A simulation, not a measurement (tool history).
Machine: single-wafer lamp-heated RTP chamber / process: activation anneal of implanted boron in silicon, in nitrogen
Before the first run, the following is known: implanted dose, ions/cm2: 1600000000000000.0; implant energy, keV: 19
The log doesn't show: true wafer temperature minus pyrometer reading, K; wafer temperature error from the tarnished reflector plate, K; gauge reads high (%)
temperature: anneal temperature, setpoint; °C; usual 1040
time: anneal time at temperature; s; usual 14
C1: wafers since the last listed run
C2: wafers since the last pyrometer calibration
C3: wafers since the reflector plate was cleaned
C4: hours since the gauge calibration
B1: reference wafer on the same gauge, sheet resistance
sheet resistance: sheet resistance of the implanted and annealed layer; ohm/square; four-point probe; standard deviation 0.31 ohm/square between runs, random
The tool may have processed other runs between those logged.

run 1 day=0 | temperature=1040 time=11 | C1=0 C2=2213 C3=2746 C4=1121.5 | B1=67.92 | sheet_resistance=83.01
run 2 day=2.292 | temperature=1040 time=14 | C1=831 C2=3045 C3=3578 C4=1176.5 | B1=67.9 | sheet_resistance=82.52
run 3 day=6.5 | temperature=1040 time=19 | C1=1527 C2=4572 C3=5105 C4=1277.5 | B1=67.9 | sheet_resistance=81.93
run 4 day=9.742 | temperature=1040 time=19 | C1=1176 C2=5749 C3=6282 C4=1355.3 | B1=67.88 | sheet_resistance=82.05
-- day=11.142 pyrometer window cleaned and pyrometer calibrated
run 5 day=12.421 | temperature=1040 time=19 | C1=851 C2=464 C3=7134 C4=1419.6 | B1=67.89 | sheet_resistance=82.16
-- day=13.779 reflector plate cleaned
run 6 day=15.908 | temperature=1027 time=14 | C1=1145 C2=1610 C3=773 C4=1503.3 | B1=67.88 | sheet_resistance=84.61
run 7 day=20.158 | temperature=1027 time=14 | C1=1542 C2=3152 C3=2316 C4=1605.3 | B1=67.9 | sheet_resistance=83.78
-- day=27.05 pyrometer window cleaned and pyrometer calibrated
run 8 day=29.204 | temperature=1040 time=18 | C1=3162 C2=781 C3=5479 C4=1822.4 | B1=67.92 | sheet_resistance=81.33
-- day=32.075 reflector plate cleaned
run 9 day=33.371 | temperature=1040 time=18 | C1=1391 C2=2173 C3=471 C4=1922.4 | B1=67.96 | sheet_resistance=80.95
run 10 day=36.829 | temperature=1040 time=16 | C1=1255 C2=3428 C3=1726 C4=2005.4 | B1=67.89 | sheet_resistance=81.25
run 11 day=38.333 | temperature=1032 time=14 | C1=546 C2=3974 C3=2272 C4=2041.5 | B1=67.84 | sheet_resistance=81.33
-- day=38.838 gauge calibrated
run 12 day=41.908 | temperature=1048 time=9 | C1=1297 C2=5272 C3=3570 C4=73.7 | B1=67.9 | sheet_resistance=81.11
run 13 day=43.45 | temperature=1040 time=14 | C1=559 C2=5832 C3=4130 C4=110.7 | B1=67.92 | sheet_resistance=80.47
-- day=44.608 pyrometer window cleaned and pyrometer calibrated, repeated, since the last time left the tool worse
run 14 day=47.683 | temperature=1040 time=14 | C1=1415 C2=1116 C3=5546 C4=212.3 | B1=67.86 | sheet_resistance=82.27
run 15 day=50.212 | temperature=1017 time=6 | C1=918 C2=2035 C3=6464 C4=273 | B1=67.91 | sheet_resistance=88.43
-- day=51.175 reflector plate cleaned
run 16 day=53.662 | temperature=1012 time=18 | C1=1131 C2=3166 C3=903 C4=355.8 | B1=67.92 | sheet_resistance=87.36

Run 17, settings as shown, results not yet in. Your forecast:
run 17 day=58.412 | temperature=1056 time=19 | C1=1724 C2=4891 C3=2627 C4=469.8 | B1=? | sheet_resistance=?

B1: 67.89
sheet resistance: 79.64 ohm/square
If the tool had no hidden condition, the same run with the same run-to-run variation would have returned sheet resistance 80.26 ohm/square.

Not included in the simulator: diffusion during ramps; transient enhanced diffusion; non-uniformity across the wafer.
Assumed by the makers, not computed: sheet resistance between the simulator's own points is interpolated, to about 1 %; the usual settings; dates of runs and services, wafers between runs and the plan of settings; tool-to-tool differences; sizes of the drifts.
